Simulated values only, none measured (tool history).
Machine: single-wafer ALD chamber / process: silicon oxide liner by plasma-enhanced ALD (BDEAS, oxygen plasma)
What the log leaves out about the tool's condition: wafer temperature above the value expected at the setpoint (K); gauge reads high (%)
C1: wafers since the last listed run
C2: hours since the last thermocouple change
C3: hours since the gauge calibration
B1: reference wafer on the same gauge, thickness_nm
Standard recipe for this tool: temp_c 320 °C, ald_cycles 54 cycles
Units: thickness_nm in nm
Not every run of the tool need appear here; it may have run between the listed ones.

{"run": 1, "hour": 0.0, "temp_c": 320, "ald_cycles": 59, "C1": 0, "C2": 1984.3, "C3": 144.3, "B1": 3.891, "thickness_nm": 5.248}
{"run": 2, "hour": 9.2, "temp_c": 320, "ald_cycles": 54, "C1": 70, "C2": 1993.5, "C3": 153.5, "B1": 3.908, "thickness_nm": 4.806}
{"run": 3, "hour": 16.8, "temp_c": 320, "ald_cycles": 54, "C1": 58, "C2": 2001.1, "C3": 161.1, "B1": 3.899, "thickness_nm": 4.81}
{"run": 4, "hour": 22.9, "temp_c": 320, "ald_cycles": 54, "C1": 46, "C2": 2007.2, "C3": 167.2, "B1": 3.895, "thickness_nm": 4.812}
{"run": 5, "hour": 39.2, "temp_c": 320, "ald_cycles": 47, "C1": 125, "C2": 2023.5, "C3": 183.5, "B1": 3.897, "thickness_nm": 4.2}
{"run": 6, "hour": 50.6, "temp_c": 320, "ald_cycles": 47, "C1": 87, "C2": 2034.9, "C3": 194.9, "B1": 3.898, "thickness_nm": 4.156}
{"run": 7, "hour": 67.9, "temp_c": 320, "ald_cycles": 47, "C1": 133, "C2": 2052.2, "C3": 212.2, "B1": 3.895, "thickness_nm": 4.182}
{"run": 8, "hour": 76.9, "temp_c": 327, "ald_cycles": 58, "C1": 69, "C2": 2061.2, "C3": 221.2, "B1": 3.896, "thickness_nm": 5.12}
{"run": 9, "hour": 91.8, "temp_c": 327, "ald_cycles": 58, "C1": 114, "C2": 2076.1, "C3": 236.1, "B1": 3.899, "thickness_nm": 5.143}
{"run": 10, "hour": 103.0, "temp_c": 327, "ald_cycles": 58, "C1": 86, "C2": 2087.3, "C3": 247.3, "B1": 3.901, "thickness_nm": 5.109}
{"run": 11, "hour": 111.5, "temp_c": 320, "ald_cycles": 54, "C1": 65, "C2": 2095.8, "C3": 255.8, "B1": 3.897, "thickness_nm": 4.794}
{"run": 12, "hour": 122.6, "temp_c": 320, "ald_cycles": 54, "C1": 85, "C2": 2106.9, "C3": 266.9, "B1": 3.902, "thickness_nm": 4.804}
{"run": 13, "hour": 130.6, "temp_c": 320, "ald_cycles": 54, "C1": 61, "C2": 2114.9, "C3": 274.9, "B1": 3.9, "thickness_nm": 4.756}
{"run": 14, "hour": 141.7, "temp_c": 320, "ald_cycles": 54, "C1": 85, "C2": 2126, "C3": 286, "B1": 3.898, "thickness_nm": 4.79}
{"run": 15, "hour": 156.3, "temp_c": 320, "ald_cycles": 54, "C1": 112, "C2": 2140.6, "C3": 300.6, "B1": 3.897, "thickness_nm": 4.79}
{"run": 16, "hour": 166.6, "temp_c": 320, "ald_cycles": 54, "C1": 79, "C2": 2150.9, "C3": 310.9, "B1": 3.896, "thickness_nm": 4.78}
{"run": 17, "hour": 181.6, "temp_c": 320, "ald_cycles": 54, "C1": 115, "C2": 2165.9, "C3": 325.9, "B1": 3.897, "thickness_nm": 4.822}
{"run": 18, "hour": 191.1, "temp_c": 320, "ald_cycles": 54, "C1": 73, "C2": 2175.4, "C3": 335.4, "B1": 3.904, "thickness_nm": 4.787}
{"run": 19, "hour": 197.2, "temp_c": 320, "ald_cycles": 46, "C1": 46, "C2": 2181.5, "C3": 341.5, "B1": 3.897, "thickness_nm": 4.125}
{"run": 20, "hour": 203.6, "temp_c": 320, "ald_cycles": 46, "C1": 49, "C2": 2187.9, "C3": 347.9, "B1": 3.898, "thickness_nm": 4.104}
{"run": 21, "hour": 220.0, "temp_c": 320, "ald_cycles": 46, "C1": 126, "C2": 2204.3, "C3": 364.3, "B1": 3.899, "thickness_nm": 4.083}
{"run": 22, "hour": 226.7, "temp_c": 320, "ald_cycles": 54, "C1": 51, "C2": 2211, "C3": 371, "B1": 3.898, "thickness_nm": 4.855}
{"run": 23, "hour": 241.3, "temp_c": 320, "ald_cycles": 54, "C1": 112, "C2": 2225.6, "C3": 385.6, "B1": 3.899, "thickness_nm": 4.855}
{"run": 24, "hour": 259.1, "temp_c": 320, "ald_cycles": 54, "C1": 136, "C2": 2243.4, "C3": 403.4, "B1": 3.9, "thickness_nm": 4.776}
{"run": 25, "hour": 271.2, "temp_c": 320, "ald_cycles": 54, "C1": 93, "C2": 2255.5, "C3": 415.5, "B1": 3.904, "thickness_nm": 4.768}
{"hour": 280.8, "done": "gauge calibrated"}
{"run": 26, "hour": 282.2, "temp_c": 305, "ald_cycles": 54, "C1": 84, "C2": 2266.5, "C3": 1.4, "B1": 3.901, "thickness_nm": 4.935}
{"run": 27, "hour": 296.6, "temp_c": 313, "ald_cycles": 49, "C1": 110, "C2": 2280.9, "C3": 15.8, "B1": 3.899, "thickness_nm": 4.403}
{"run": 28, "hour": 303.0, "temp_c": 327, "ald_cycles": 45, "C1": 49, "C2": 2287.3, "C3": 22.2, "B1": 3.905, "thickness_nm": 3.943}
{"run": 29, "hour": 311.6, "temp_c": 333, "ald_cycles": 59, "C1": 66, "C2": 2295.9, "C3": 30.8, "B1": 3.902, "thickness_nm": 5.125}
{"run": 30, "hour": 324.8, "temp_c": 315, "ald_cycles": 54, "C1": 101, "C2": 2309.1, "C3": 44, "B1": 3.904, "thickness_nm": 4.823}
{"run": 31, "hour": 337.2, "temp_c": 307, "ald_cycles": 63, "C1": 95, "C2": 2321.5, "C3": 56.4, "B1": 3.901, "thickness_nm": 5.671}
{"hour": 359.3, "done": "thermocouple changed; heater temperature recalibrated"}
{"run": 32, "hour": 367.7, "temp_c": 333, "ald_cycles": 62, "C1": 173, "C2": 8.4, "C3": 86.9, "B1": 3.905, "thickness_nm": 5.425}
{"run": 33, "hour": 381.1, "temp_c": 324, "ald_cycles": 58, "C1": 103, "C2": 21.8, "C3": 100.3, "B1": 3.899, "thickness_nm": 5.117}
{"run": 34, "hour": 391.3, "temp_c": 309, "ald_cycles": 48, "C1": 78, "C2": 32, "C3": 110.5, "B1": 3.904, "thickness_nm": 4.339}
{"run": 35, "hour": 397.3, "temp_c": 328, "ald_cycles": 46, "C1": 46, "C2": 38, "C3": 116.5, "B1": 3.897, "thickness_nm": 4.026}
{"run": 36, "hour": 414.6, "temp_c": 320, "ald_cycles": 54, "C1": 133, "C2": 55.3, "C3": 133.8, "B1": 3.894, "thickness_nm": 4.787}
{"run": 37, "hour": 430.9, "temp_c": 316, "ald_cycles": 59, "C1": 125, "C2": 71.6, "C3": 150.1, "B1": 3.903, "thickness_nm": 5.271}
{"run": 38, "hour": 473.9, "temp_c": 308, "ald_cycles": 63, "C1": 330, "C2": 114.6, "C3": 193.1, "B1": 3.903, "thickness_nm": 5.624}
{"run": 39, "hour": 489.9, "temp_c": 320, "ald_cycles": 50, "C1": 123, "C2": 130.6, "C3": 209.1, "B1": 3.898, "thickness_nm": 4.457}
{"run": 40, "hour": 498.3, "temp_c": 320, "ald_cycles": 54, "C1": 64, "C2": 139, "C3": 217.5, "B1": 3.902, "thickness_nm": 4.808}
{"run": 41, "hour": 509.5, "temp_c": 333, "ald_cycles": 58, "C1": 86, "C2": 150.2, "C3": 228.7, "B1": 3.902, "thickness_nm": 5.066}
{"run": 42, "hour": 517.8, "temp_c": 332, "ald_cycles": 60, "C1": 63, "C2": 158.5, "C3": 237, "B1": 3.898, "thickness_nm": 5.247}
{"run": 43, "hour": 531.6, "temp_c": 320, "ald_cycles": 54, "C1": 106, "C2": 172.3, "C3": 250.8, "B1": 3.902, "thickness_nm": 4.829}
{"run": 44, "hour": 539.6, "temp_c": 314, "ald_cycles": 47, "C1": 61, "C2": 180.3, "C3": 258.8, "B1": 3.9, "thickness_nm": 4.189}
{"run": 45, "hour": 547.5, "temp_c": 308, "ald_cycles": 61, "C1": 60, "C2": 188.2, "C3": 266.7, "B1": 3.9, "thickness_nm": 5.529}
{"run": 46, "hour": 557.9, "temp_c": 320, "ald_cycles": 65, "C1": 79, "C2": 198.6, "C3": 277.1, "B1": 3.895, "thickness_nm": 5.782}
{"run": 47, "hour": 566.6, "temp_c": 306, "ald_cycles": 57, "C1": 66, "C2": 207.3, "C3": 285.8, "B1": 3.902, "thickness_nm": 5.185}
{"run": 48, "hour": 575.5, "temp_c": 331, "ald_cycles": 46, "C1": 68, "C2": 216.2, "C3": 294.7, "B1": 3.905, "thickness_nm": 4.061}

Each row is a separate what-if for the run after 48, all from the same tool condition, not one after another. Results?
{"run": "A", "hour": 576.0, "temp_c": 320, "ald_cycles": 54, "C1": 3, "C2": 216.7, "C3": 295.2, "B1": "?", "thickness_nm": "?"}
{"run": "B", "hour": 576.0, "temp_c": 312, "ald_cycles": 51, "C1": 3, "C2": 216.7, "C3": 295.2, "B1": "?", "thickness_nm": "?"}
{"run": "C", "hour": 576.0, "temp_c": 312, "ald_cycles": 54, "C1": 3, "C2": 216.7, "C3": 295.2, "B1": "?", "thickness_nm": "?"}

run=A B1=3.893 thickness_nm=4.834
run=B B1=3.893 thickness_nm=4.616
run=C B1=3.893 thickness_nm=4.888
Take away the tool's hidden state, keep each run's random variation, and the runs would have read:
run=A thickness_nm=4.834
run=B thickness_nm=4.616
run=C thickness_nm=4.888

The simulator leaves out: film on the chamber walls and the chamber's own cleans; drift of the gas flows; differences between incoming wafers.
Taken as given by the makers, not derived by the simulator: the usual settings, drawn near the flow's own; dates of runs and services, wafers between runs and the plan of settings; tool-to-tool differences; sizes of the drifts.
